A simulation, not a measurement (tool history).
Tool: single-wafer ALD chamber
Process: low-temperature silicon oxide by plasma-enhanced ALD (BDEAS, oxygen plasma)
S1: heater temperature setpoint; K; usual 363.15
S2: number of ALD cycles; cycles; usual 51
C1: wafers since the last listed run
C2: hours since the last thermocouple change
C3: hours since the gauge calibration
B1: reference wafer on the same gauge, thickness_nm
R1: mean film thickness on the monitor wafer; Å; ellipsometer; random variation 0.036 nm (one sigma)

run,hour,S1,S2,C1,C2,C3,B1,R1
1,0,363.15,51,0,2792.2,37,9.39,79.27
2,11.9,363.15,51,64,2804.1,48.9,9.389,79.03
3,26.4,373.15,51,78,2818.6,63.4,9.397,76.6
4,38.6,373.15,51,66,2830.8,75.6,9.396,76.9
5,55.2,373.15,51,89,2847.4,92.2,9.39,76.37
6,67.1,363.15,51,64,2859.3,104.1,9.379,79.26
7,82.2,363.15,51,81,2874.4,119.2,9.398,78.43
8,92.2,349.15,46,54,2884.4,129.2,9.397,74.54

Forecast run 9:
9,107.4,374.15,57,82,2899.6,144.4,?,?

Run 9 gave B1 9.388, R1 85.66 Å.
Without the tool's hidden state the same run would have given R1 85.66 Å.
